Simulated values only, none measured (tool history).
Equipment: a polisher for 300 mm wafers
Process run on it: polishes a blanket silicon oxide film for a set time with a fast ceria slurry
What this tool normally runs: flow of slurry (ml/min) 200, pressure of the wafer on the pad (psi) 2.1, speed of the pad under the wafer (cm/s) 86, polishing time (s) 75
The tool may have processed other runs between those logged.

| run | day | flow of slurry (ml/min) | pressure of the wafer on the pad (psi) | speed of the pad under the wafer (cm/s) | polishing time (s) | incoming thickness of the incoming film, nm | film removed (angstrom) |
|---|---|---|---|---|---|---|---|
| 1 | 0 | 200 | 2.1 | 86 | 75 | 3011.6 | 7803 |
| 2 | 0.55 | 200 | 2.1 | 86 | 75 | 2984 | 7788 |
| 3 | 1.342 | 200 | 1.8 | 86 | 75 | 3010.3 | 6827 |
| 4 | 2.367 | 200 | 1.8 | 86 | 75 | 3037.6 | 6736 |
| 5 | 2.938 | 200 | 1.8 | 86 | 75 | 2967.6 | 6805 |
| 6 | 3.662 | 200 | 2.1 | 86 | 91 | 2983.1 | 9467 |
| 7 | 4.846 | 200 | 2.1 | 86 | 91 | 2998.2 | 9430 |
|  | 5.517 | slurry nozzle cleaned |
| 8 | 5.546 | 200 | 2.1 | 86 | 91 | 2967 | 9518 |
|  | 6.333 | worn pad replaced by a new one |
| 9 | 6.529 | 215 | 2.1 | 86 | 75 | 2948.4 | 7938 |
| 10 | 7.129 | 200 | 2.1 | 86 | 75 | 3005.2 | 7812 |
| 11 | 7.912 | 200 | 2.1 | 86 | 75 | 2998.9 | 7832 |
| 12 | 9.154 | 200 | 2.1 | 86 | 75 | 2977.8 | 7771 |
| 13 | 9.958 | 200 | 2.1 | 86 | 75 | 3020.8 | 7797 |
| 14 | 10.967 | 200 | 2.1 | 108 | 75 | 3043.6 | 9134 |
|  | 11.288 | head pressure recalibrated |
| 15 | 11.975 | 200 | 2.1 | 108 | 75 | 3013.3 | 9356 |
| 16 | 12.667 | 200 | 2.1 | 86 | 75 | 3061.8 | 7720 |
| 17 | 13.812 | 200 | 2.1 | 86 | 75 | 3002.6 | 7744 |
| 18 | 14.633 | 260 | 2.1 | 86 | 75 | 2975.9 | 8127 |
|  | 14.933 | slurry nozzle cleaned |
|  | 15.321 | worn pad replaced by a new one |
| 19 | 15.604 | 270 | 2.4 | 74 | 75 | 3007.3 | 8143 |
| 20 | 16.833 | 200 | 2.1 | 74 | 59 | 2989.8 | 5485 |
| 21 | 17.654 | 200 | 2.1 | 76 | 75 | 3006.1 | 7109 |
| 22 | 18.575 | 200 | 2.7 | 78 | 93 | 3010.4 | 11284 |
| 23 | 19.412 | 155 | 1.6 | 100 | 75 | 2945.5 | 6560 |
| 24 | 20.025 | 200 | 2.1 | 86 | 75 | 2983.3 | 7829 |
| 25 | 21 | 240 | 2.8 | 86 | 75 | 2985.8 | 10469 |
| 26 | 22.225 | 200 | 2.1 | 86 | 75 | 3049.4 | 7634 |
|  | 24.346 | worn pad replaced by a new one |
|  | 24.9 | slurry nozzle cleaned |
| 27 | 25.933 | 200 | 2.1 | 86 | 75 | 2965 | 7815 |
| 28 | 26.596 | 180 | 2.3 | 100 | 75 | 2962.3 | 9110 |
| 29 | 28.042 | 230 | 2.6 | 94 | 75 | 2976.1 | 10177 |
| 30 | 29.075 | 200 | 2.1 | 86 | 75 | 3055.1 | 7708 |
| 31 | 30.354 | 170 | 2.1 | 58 | 75 | 3060.2 | 5804 |
| 32 | 31.175 | 200 | 1.8 | 86 | 75 | 3005.5 | 6909 |
|  | 32.708 | worn pad replaced by a new one |
| 33 | 32.729 | 200 | 2.1 | 94 | 75 | 3021.2 | 8310 |
| 34 | 33.846 | 135 | 2.1 | 106 | 75 | 2989.1 | 8436 |
|  | 34.408 | slurry nozzle cleaned |
| 35 | 38.312 | 200 | 2.1 | 86 | 54 | 2983.5 | 5625 |
| 36 | 39.017 | 235 | 1.9 | 106 | 92 | 2984.8 | 10376 |

What if the next run were any one of these 5? Each begins from the tool's condition after run 36:
| A | 39.033 | 200 | 1.7 | 86 | 75 | 2991.4 | ? |
| B | 39.033 | 250 | 1.8 | 86 | 54 | 2991.4 | ? |
| C | 39.033 | 130 | 1.6 | 86 | 75 | 2991.4 | ? |
| D | 39.033 | 150 | 1.4 | 102 | 63 | 2991.4 | ? |
| E | 39.033 | 200 | 2.1 | 56 | 75 | 2991.4 | ? |

| run | film removed (angstrom) |
|---|---|
| A | 6562 |
| B | 5111 |
| C | 5742 |
| D | 5032 |
| E | 5927 |
Had the tool no hidden state, the same runs would have come out as:
| run | film removed (angstrom) |
|---|---|
| A | 6562 |
| B | 5111 |
| C | 5742 |
| D | 5032 |
| E | 5927 |
